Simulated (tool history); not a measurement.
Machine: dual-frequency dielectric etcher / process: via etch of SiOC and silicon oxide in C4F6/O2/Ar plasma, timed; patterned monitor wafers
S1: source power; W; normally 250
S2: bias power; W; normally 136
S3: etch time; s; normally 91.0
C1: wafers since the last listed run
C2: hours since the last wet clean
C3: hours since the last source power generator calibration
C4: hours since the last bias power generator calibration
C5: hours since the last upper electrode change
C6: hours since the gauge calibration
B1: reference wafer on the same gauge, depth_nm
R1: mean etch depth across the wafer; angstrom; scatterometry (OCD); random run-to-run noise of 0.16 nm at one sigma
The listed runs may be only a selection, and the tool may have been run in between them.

{"run": 1, "hour": 0.0, "S1": 250, "S2": 136, "S3": 91.0, "C1": 0, "C2": 112.3, "C3": 1187.0, "C4": 1095.7, "C5": 3309.9, "C6": 599.8, "B1": 76.2, "R1": 751}
{"run": 2, "hour": 79.6, "S1": 250, "S2": 147, "S3": 91.0, "C1": 939, "C2": 191.9, "C3": 1266.6, "C4": 1175.3, "C5": 3389.5, "C6": 679.4, "B1": 76.2, "R1": 767}
{"run": 3, "hour": 156.9, "S1": 250, "S2": 151, "S3": 91.0, "C1": 912, "C2": 269.2, "C3": 1343.9, "C4": 1252.6, "C5": 3466.8, "C6": 756.7, "B1": 76.2, "R1": 780}
{"run": 4, "hour": 193.2, "S1": 250, "S2": 151, "S3": 91.0, "C1": 428, "C2": 305.5, "C3": 1380.2, "C4": 1288.9, "C5": 3503.1, "C6": 793.0, "B1": 76.2, "R1": 783}
{"hour": 227.2, "done": "wet clean of the chamber"}
{"hour": 241.1, "done": "gauge calibrated"}
{"run": 5, "hour": 251.4, "S1": 250, "S2": 151, "S3": 91.0, "C1": 403, "C2": 24.2, "C3": 1438.4, "C4": 1347.1, "C5": 3561.3, "C6": 10.3, "B1": 76.2, "R1": 759}
{"run": 6, "hour": 332.7, "S1": 250, "S2": 136, "S3": 77.0, "C1": 959, "C2": 105.5, "C3": 1519.7, "C4": 1428.4, "C5": 3642.6, "C6": 91.6, "B1": 76.2, "R1": 629}
{"run": 7, "hour": 436.0, "S1": 250, "S2": 157, "S3": 91.0, "C1": 1219, "C2": 208.8, "C3": 1623.0, "C4": 1531.7, "C5": 3745.9, "C6": 194.9, "B1": 76.2, "R1": 779}
{"run": 8, "hour": 527.7, "S1": 250, "S2": 157, "S3": 91.0, "C1": 1082, "C2": 300.5, "C3": 1714.7, "C4": 1623.4, "C5": 3837.6, "C6": 286.6, "B1": 76.2, "R1": 781}
{"hour": 586.0, "done": "wet clean of the chamber"}
{"run": 9, "hour": 586.5, "S1": 250, "S2": 136, "S3": 105.0, "C1": 410, "C2": 0.5, "C3": 1773.5, "C4": 1682.2, "C5": 3896.4, "C6": 345.4, "B1": 76.2, "R1": 863}
{"run": 10, "hour": 661.3, "S1": 250, "S2": 129, "S3": 98.5, "C1": 882, "C2": 75.3, "C3": 1848.3, "C4": 1757.0, "C5": 3971.2, "C6": 420.2, "B1": 76.2, "R1": 800}
{"run": 11, "hour": 766.3, "S1": 250, "S2": 129, "S3": 98.5, "C1": 1239, "C2": 180.3, "C3": 1953.3, "C4": 1862.0, "C5": 4076.2, "C6": 525.2, "B1": 76.2, "R1": 803}
{"hour": 796.5, "done": "bias power generator calibrated"}
{"run": 12, "hour": 850.3, "S1": 250, "S2": 109, "S3": 91.0, "C1": 944, "C2": 264.3, "C3": 2037.3, "C4": 53.8, "C5": 4160.2, "C6": 609.2, "B1": 76.2, "R1": 717}
{"hour": 886.8, "done": "source power generator calibrated"}
{"run": 13, "hour": 924.4, "S1": 250, "S2": 136, "S3": 91.0, "C1": 827, "C2": 338.4, "C3": 37.6, "C4": 127.9, "C5": 4234.3, "C6": 683.3, "B1": 76.2, "R1": 764}
{"hour": 985.6, "done": "gauge calibrated"}
{"hour": 991.8, "done": "wet clean of the chamber"}
{"run": 14, "hour": 992.3, "S1": 200, "S2": 136, "S3": 91.0, "C1": 518, "C2": 0.5, "C3": 105.5, "C4": 195.8, "C5": 4302.2, "C6": 6.7, "B1": 76.2, "R1": 667}
{"hour": 1043.6, "done": "upper electrode replaced"}
{"run": 15, "hour": 1044.1, "S1": 250, "S2": 105, "S3": 116.5, "C1": 328, "C2": 52.3, "C3": 157.3, "C4": 247.6, "C5": 0.5, "C6": 58.5, "B1": 76.2, "R1": 897}
{"run": 16, "hour": 1120.6, "S1": 250, "S2": 136, "S3": 91.0, "C1": 903, "C2": 128.8, "C3": 233.8, "C4": 324.1, "C5": 77.0, "C6": 135.0, "B1": 76.2, "R1": 750}
{"run": 17, "hour": 1157.5, "S1": 250, "S2": 136, "S3": 91.0, "C1": 435, "C2": 165.7, "C3": 270.7, "C4": 361.0, "C5": 113.9, "C6": 171.9, "B1": 76.2, "R1": 755}
{"run": 18, "hour": 1207.8, "S1": 250, "S2": 105, "S3": 91.0, "C1": 593, "C2": 216.0, "C3": 321.0, "C4": 411.3, "C5": 164.2, "C6": 222.2, "B1": 76.2, "R1": 709}
{"run": 19, "hour": 1269.6, "S1": 270, "S2": 136, "S3": 70.0, "C1": 729, "C2": 277.8, "C3": 382.8, "C4": 473.1, "C5": 226.0, "C6": 284.0, "B1": 76.2, "R1": 603}
{"run": 20, "hour": 1320.5, "S1": 220, "S2": 116, "S3": 83.0, "C1": 600, "C2": 328.7, "C3": 433.7, "C4": 524.0, "C5": 276.9, "C6": 334.9, "B1": 76.2, "R1": 628}

A few steps of R1 between consecutive runs. Split each: what settings, incoming material and random variation would produce without the hidden state, and what is left over for the hidden state, along with gauge scatter present in only one of the two compared results (measured, and without hidden state):
What the log doesn't record here: etch rate over this chamber's usual, %; source power that arrives over what is set, %; bias power that arrives over what is set, %; gauge reads high (%).
Run 4 -> 5: wet clean of the chamber, gauge calibrated. R1 -24 angstrom: hidden state -22, all else -2.
Run 6 -> 7: S2 136 -> 157, S3 77.0 -> 91.0. R1 +150 angstrom: hidden state +5, all else +145.
Run 13 -> 14: S1 250 -> 200, gauge calibrated, wet clean of the chamber. R1 -97 angstrom: hidden state -19, all else -78.
Run 14 -> 15: S1 200 -> 250, S2 136 -> 105, S3 91.0 -> 116.5, upper electrode replaced. R1 +230 angstrom: hidden state +4, all else +226.
